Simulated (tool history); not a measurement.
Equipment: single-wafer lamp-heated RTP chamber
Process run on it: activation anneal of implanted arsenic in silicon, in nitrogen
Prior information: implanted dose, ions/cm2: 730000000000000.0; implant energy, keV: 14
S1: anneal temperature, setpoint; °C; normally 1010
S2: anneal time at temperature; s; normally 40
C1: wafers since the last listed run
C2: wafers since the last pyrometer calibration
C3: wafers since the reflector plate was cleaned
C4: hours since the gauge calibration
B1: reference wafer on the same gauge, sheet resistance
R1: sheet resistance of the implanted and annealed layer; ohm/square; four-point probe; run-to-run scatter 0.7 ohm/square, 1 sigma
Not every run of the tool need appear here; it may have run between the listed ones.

run 1 hour=0.0 | S1=1010 S2=28 | C1=0 C2=6387 C3=7397 C4=76.8 | B1=178.57 | R1=164.43
run 2 hour=9.3 | S1=1010 S2=28 | C1=134 C2=6521 C3=7531 C4=86.1 | B1=178.93 | R1=166.06
run 3 hour=18.7 | S1=1010 S2=40 | C1=135 C2=6657 C3=7667 C4=95.5 | B1=179.03 | R1=161.31
run 4 hour=25.2 | S1=1010 S2=40 | C1=93 C2=6751 C3=7761 C4=102.0 | B1=179.14 | R1=160.42
run 5 hour=31.7 | S1=1010 S2=40 | C1=93 C2=6845 C3=7855 C4=108.5 | B1=179.12 | R1=160.03
run 6 hour=41.8 | S1=1010 S2=40 | C1=145 C2=6991 C3=8001 C4=118.6 | B1=179.01 | R1=160.68
-- hour=52.0 reflector plate cleaned
run 7 hour=55.1 | S1=1010 S2=40 | C1=76 C2=7067 C3=44 C4=131.9 | B1=179.06 | R1=160.50
run 8 hour=72.1 | S1=1010 S2=40 | C1=245 C2=7313 C3=290 C4=148.9 | B1=179.09 | R1=160.07
run 9 hour=89.6 | S1=1010 S2=40 | C1=252 C2=7566 C3=542 C4=166.4 | B1=179.18 | R1=161.32
run 10 hour=103.9 | S1=1010 S2=54 | C1=206 C2=7772 C3=749 C4=180.7 | B1=178.84 | R1=156.47
-- hour=109.4 gauge calibrated
-- hour=114.5 pyrometer window cleaned and pyrometer calibrated
run 11 hour=114.9 | S1=1022 S2=40 | C1=43 C2=5 C3=792 C4=5.5 | B1=179.11 | R1=157.25
run 12 hour=127.9 | S1=981 S2=40 | C1=187 C2=193 C3=980 C4=18.5 | B1=178.93 | R1=172.32
run 13 hour=140.0 | S1=1033 S2=56 | C1=174 C2=367 C3=1155 C4=30.6 | B1=179.08 | R1=151.31
run 14 hour=156.6 | S1=994 S2=40 | C1=239 C2=607 C3=1395 C4=47.2 | B1=179.28 | R1=166.24
run 15 hour=171.6 | S1=1010 S2=40 | C1=216 C2=824 C3=1611 C4=62.2 | B1=179.24 | R1=160.17

Below are 3 alternative next runs, each starting from the tool's condition after run 15. Predict each:
run A hour=172.0 | S1=1010 S2=23 | C1=5 C2=830 C3=1617 C4=62.6 | B1=? | R1=?
run B hour=172.0 | S1=985 S2=23 | C1=5 C2=830 C3=1617 C4=62.6 | B1=? | R1=?
run C hour=172.0 | S1=1026 S2=31 | C1=5 C2=830 C3=1617 C4=62.6 | B1=? | R1=?

run=A B1=178.96 R1=168.79
run=B B1=178.96 R1=177.72
run=C B1=178.96 R1=159.28
What these runs would have given with no unlogged condition in the tool:
run=A R1=168.79
run=B R1=177.72
run=C R1=159.28
